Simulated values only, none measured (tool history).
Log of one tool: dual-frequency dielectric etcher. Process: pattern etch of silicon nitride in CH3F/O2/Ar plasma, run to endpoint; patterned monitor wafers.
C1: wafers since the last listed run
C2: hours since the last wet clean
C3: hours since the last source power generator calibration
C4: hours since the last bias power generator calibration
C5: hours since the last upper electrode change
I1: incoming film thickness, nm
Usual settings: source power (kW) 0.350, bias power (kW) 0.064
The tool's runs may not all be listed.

Run 1, day 0.000: usual settings but bias power (kW) 0.068; C1 0; C2 127.6; C3 2217.8; C4 4921.8; C5 2625.4; I1 60.0. Result: endpoint time (s) 91.7.
Run 2, day 0.579: usual settings but bias power (kW) 0.068; C1 148; C2 141.5; C3 2231.7; C4 4935.7; C5 2639.3; I1 59.8. Result: endpoint time (s) 90.6.
Run 3, day 1.204: usual settings but bias power (kW) 0.068; C1 160; C2 156.5; C3 2246.7; C4 4950.7; C5 2654.3; I1 59.2. Result: endpoint time (s) 87.9.
Run 4, day 1.575: usual settings; C1 95; C2 165.4; C3 2255.6; C4 4959.6; C5 2663.2; I1 59.4. Result: endpoint time (s) 90.6.
Run 5, day 3.112: usual settings; C1 395; C2 202.3; C3 2292.5; C4 4996.5; C5 2700.1; I1 58.9. Result: endpoint time (s) 89.9.
At day 4.267: upper electrode replaced.
Run 6, day 4.288: usual settings; C1 44; C2 230.5; C3 2320.7; C4 5024.7; C5 0.5; I1 60.0. Result: endpoint time (s) 90.4.
Run 7, day 4.304: usual settings; C1 4; C2 230.9; C3 2321.1; C4 5025.1; C5 0.9; I1 60.3. Result: endpoint time (s) 89.2.
Run 8, day 4.700: usual settings; C1 101; C2 240.4; C3 2330.6; C4 5034.6; C5 10.4; I1 59.6. Result: endpoint time (s) 89.9.
Run 9, day 4.954: usual settings but source power (kW) 0.280, bias power (kW) 0.060; C1 65; C2 246.5; C3 2336.7; C4 5040.7; C5 16.5; I1 59.7. Result: endpoint time (s) 98.1.
Run 10, day 5.654: usual settings but source power (kW) 0.280, bias power (kW) 0.060; C1 179; C2 263.3; C3 2353.5; C4 5057.5; C5 33.3; I1 59.1. Result: endpoint time (s) 97.4.
Run 11, day 5.967: usual settings but source power (kW) 0.440, bias power (kW) 0.052; C1 80; C2 270.8; C3 2361.0; C4 5065.0; C5 40.8; I1 60.2. Result: endpoint time (s) 88.5.
Run 12, day 7.508: usual settings; C1 396; C2 307.8; C3 2398.0; C4 5102.0; C5 77.8; I1 60.1. Result: endpoint time (s) 90.8.
Run 13, day 8.112: usual settings but source power (kW) 0.410, bias power (kW) 0.077; C1 155; C2 322.3; C3 2412.5; C4 5116.5; C5 92.3; I1 59.4. Result: endpoint time (s) 78.4.
Run 14, day 8.396: usual settings; C1 72; C2 329.1; C3 2419.3; C4 5123.3; C5 99.1; I1 59.1. Result: endpoint time (s) 86.8.
Run 15, day 8.796: usual settings but source power (kW) 0.430, bias power (kW) 0.069; C1 102; C2 338.7; C3 2428.9; C4 5132.9; C5 108.7; I1 59.5. Result: endpoint time (s) 79.9.
Run 16, day 9.433: usual settings but source power (kW) 0.380, bias power (kW) 0.053; C1 163; C2 354.0; C3 2444.2; C4 5148.2; C5 124.0; I1 59.5. Result: endpoint time (s) 90.7.
Run 17, day 9.979: usual settings but source power (kW) 0.400, bias power (kW) 0.077; C1 140; C2 367.1; C3 2457.3; C4 5161.3; C5 137.1; I1 59.8. Result: endpoint time (s) 79.9.
Run 18, day 10.333: usual settings but source power (kW) 0.430; C1 91; C2 375.6; C3 2465.8; C4 5169.8; C5 145.6; I1 59.4. Result: endpoint time (s) 82.8.
At day 11.362: wet clean of the chamber.
Run 19, day 11.383: usual settings but source power (kW) 0.380; C1 12; C2 0.5; C3 2491.0; C4 5195.0; C5 170.8; I1 60.1. Result: endpoint time (s) 92.9.
Run 20, day 11.400: usual settings; C1 4; C2 0.9; C3 2491.4; C4 5195.4; C5 171.2; I1 59.3. Result: endpoint time (s) 94.1.
Run 21, day 11.825: usual settings but source power (kW) 0.400; C1 109; C2 11.1; C3 2501.6; C4 5205.6; C5 181.4; I1 59.3. Result: endpoint time (s) 88.9.
Run 22, day 12.138: usual settings; C1 80; C2 18.6; C3 2509.1; C4 5213.1; C5 188.9; I1 59.2. Result: endpoint time (s) 93.2.
At day 12.638: source power generator calibrated.
At day 12.650: bias power generator calibrated.
Run 23, day 12.671: usual settings but source power (kW) 0.330; C1 90; C2 31.4; C3 0.8; C4 0.5; C5 201.7; I1 59.7. Result: endpoint time (s) 96.0.
Run 24, day 13.183: usual settings but source power (kW) 0.280, bias power (kW) 0.072; C1 131; C2 43.7; C3 13.1; C4 12.8; C5 214.0; I1 60.1. Result: endpoint time (s) 97.6.
Run 25, day 13.733: usual settings but source power (kW) 0.410, bias power (kW) 0.052; C1 141; C2 56.9; C3 26.3; C4 26.0; C5 227.2; I1 59.5. Result: endpoint time (s) 93.2.
Run 26, day 14.275: usual settings but source power (kW) 0.280, bias power (kW) 0.072; C1 139; C2 69.9; C3 39.3; C4 39.0; C5 240.2; I1 60.4. Result: endpoint time (s) 95.8.
Run 27, day 15.025: usual settings but source power (kW) 0.280, bias power (kW) 0.060; C1 192; C2 87.9; C3 57.3; C4 57.0; C5 258.2; I1 59.7. Result: endpoint time (s) 102.2.
Run 28, day 15.712: usual settings but source power (kW) 0.330, bias power (kW) 0.054; C1 176; C2 104.4; C3 73.8; C4 73.5; C5 274.7; I1 59.8. Result: endpoint time (s) 100.7.
Run 29, day 16.117: usual settings but source power (kW) 0.430, bias power (kW) 0.051; C1 103; C2 114.1; C3 83.5; C4 83.2; C5 284.4; I1 59.8. Result: endpoint time (s) 93.6.
Run 30, day 16.383: usual settings but source power (kW) 0.400, bias power (kW) 0.078; C1 68; C2 120.5; C3 89.9; C4 89.6; C5 290.8; I1 59.8. Result: endpoint time (s) 83.3.
Run 31, day 16.788: usual settings but bias power (kW) 0.060; C1 103; C2 130.2; C3 99.6; C4 99.3; C5 300.5; I1 59.4. Result: endpoint time (s) 93.9.
Run 32, day 17.133: usual settings; C1 88; C2 138.5; C3 107.9; C4 107.6; C5 308.8; I1 59.7. Result: endpoint time (s) 92.9.
Run 33, day 17.571: usual settings but source power (kW) 0.300, bias power (kW) 0.070; C1 112; C2 149.0; C3 118.4; C4 118.1; C5 319.3; I1 59.7. Result: endpoint time (s) 95.4.
Run 34, day 18.108: usual settings; C1 138; C2 161.9; C3 131.3; C4 131.0; C5 332.2; I1 59.4. Result: endpoint time (s) 91.1.

Forecast each of these 5 alternatives for the next run:
Run A, day 18.125: usual settings; C1 4; C2 162.3; C3 131.7; C4 131.4; C5 332.6; I1 59.9. Result: endpoint time (s) ?.
Run B, day 18.125: usual settings but source power (kW) 0.400, bias power (kW) 0.060; C1 4; C2 162.3; C3 131.7; C4 131.4; C5 332.6; I1 59.9. Result: endpoint time (s) ?.
Run C, day 18.125: usual settings but source power (kW) 0.300; C1 4; C2 162.3; C3 131.7; C4 131.4; C5 332.6; I1 59.9. Result: endpoint time (s) ?.
Run D, day 18.125: usual settings but source power (kW) 0.330, bias power (kW) 0.060; C1 4; C2 162.3; C3 131.7; C4 131.4; C5 332.6; I1 59.9. Result: endpoint time (s) ?.
Run E, day 18.125: usual settings but source power (kW) 0.400, bias power (kW) 0.079; C1 4; C2 162.3; C3 131.7; C4 131.4; C5 332.6; I1 59.9. Result: endpoint time (s) ?.

run  endpoint time (s)
  A               92.1
  B               89.9
  C               96.7
  D               95.8
  E               82.2
Without the tool's hidden state the same runs would have given:
run  endpoint time (s)
  A               93.2
  B               91.1
  C               97.9
  D               97.0
  E               83.3

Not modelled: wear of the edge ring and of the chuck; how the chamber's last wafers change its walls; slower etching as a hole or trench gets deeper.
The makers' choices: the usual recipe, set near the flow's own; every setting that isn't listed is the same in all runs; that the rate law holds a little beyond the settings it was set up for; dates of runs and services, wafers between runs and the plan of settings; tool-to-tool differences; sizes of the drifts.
